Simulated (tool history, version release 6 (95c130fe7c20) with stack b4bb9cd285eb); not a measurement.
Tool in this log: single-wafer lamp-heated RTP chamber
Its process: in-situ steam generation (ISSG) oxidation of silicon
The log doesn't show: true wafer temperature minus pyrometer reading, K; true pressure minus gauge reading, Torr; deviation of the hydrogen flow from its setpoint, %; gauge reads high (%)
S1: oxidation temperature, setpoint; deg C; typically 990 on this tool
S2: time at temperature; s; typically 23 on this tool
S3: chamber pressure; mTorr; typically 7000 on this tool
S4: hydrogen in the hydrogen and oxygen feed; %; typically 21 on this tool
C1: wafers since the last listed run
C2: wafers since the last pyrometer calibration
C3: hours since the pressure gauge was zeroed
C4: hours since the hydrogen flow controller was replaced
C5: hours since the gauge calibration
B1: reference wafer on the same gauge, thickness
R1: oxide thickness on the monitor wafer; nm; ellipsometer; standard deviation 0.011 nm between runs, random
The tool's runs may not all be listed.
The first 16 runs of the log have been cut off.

run	hour	S1	S2	S3	S4	C1	C2	C3	C4	C5	B1	R1
17	782.4	990	23	7000	16	382	3041	426.1	708.1	589.9	5.754	4.921
18	848.5	990	23	7000	13	722	3763	492.2	774.2	656.0	5.752	4.713
# hour 876.0: pyrometer window cleaned and pyrometer calibrated, repeated, since the last time left the tool worse
19	901.2	1004	28	6900	16	488	274	544.9	826.9	708.7	5.757	5.462
20	937.7	990	23	7700	12	398	673	581.4	863.4	745.2	5.752	4.440
21	998.5	990	23	7000	21	664	1337	642.2	924.2	806.0	5.747	5.016
22	1043.4	990	23	7000	26	490	1828	687.1	969.1	850.9	5.750	5.307
23	1082.2	977	23	7000	12	423	2252	725.9	1007.9	889.7	5.751	4.220
24	1145.7	983	29	6900	13	693	2946	789.4	1071.4	953.2	5.749	4.922
25	1187.9	1000	23	7000	21	461	3407	831.6	1113.6	995.4	5.749	5.268
26	1268.0	979	23	7000	21	875	4282	911.7	1193.7	1075.5	5.748	4.854
27	1301.9	1010	23	7000	30	370	4652	945.6	1227.6	1109.4	5.748	6.035
28	1361.3	990	23	7000	21	648	5301	1005.0	1287.0	1168.8	5.752	5.068
29	1427.1	1000	15	7000	21	718	6020	1070.8	1352.8	1234.6	5.751	4.333
30	1474.7	990	23	8400	18	520	6540	1118.4	1400.4	1282.2	5.755	4.897
31	1503.4	1004	23	7000	16	313	6854	1147.1	1429.1	1310.9	5.749	5.096

Each row is a separate what-if for the run after 31, all from the same tool condition, not one after another. Results?
A	1503.8	990	23	7500	21	4	6858	1147.5	1429.5	1311.3	?	?
B	1503.8	990	20	6900	21	4	6858	1147.5	1429.5	1311.3	?	?
C	1503.8	1005	23	7900	21	4	6858	1147.5	1429.5	1311.3	?	?
D	1503.8	1005	23	6900	25	4	6858	1147.5	1429.5	1311.3	?	?

run	B1	R1
A	5.744	5.104
B	5.744	4.763
C	5.744	5.447
D	5.744	5.664
Had the tool no hidden state, the same runs would have come out as:
run	R1
A	5.001
B	4.670
C	5.327
D	5.539

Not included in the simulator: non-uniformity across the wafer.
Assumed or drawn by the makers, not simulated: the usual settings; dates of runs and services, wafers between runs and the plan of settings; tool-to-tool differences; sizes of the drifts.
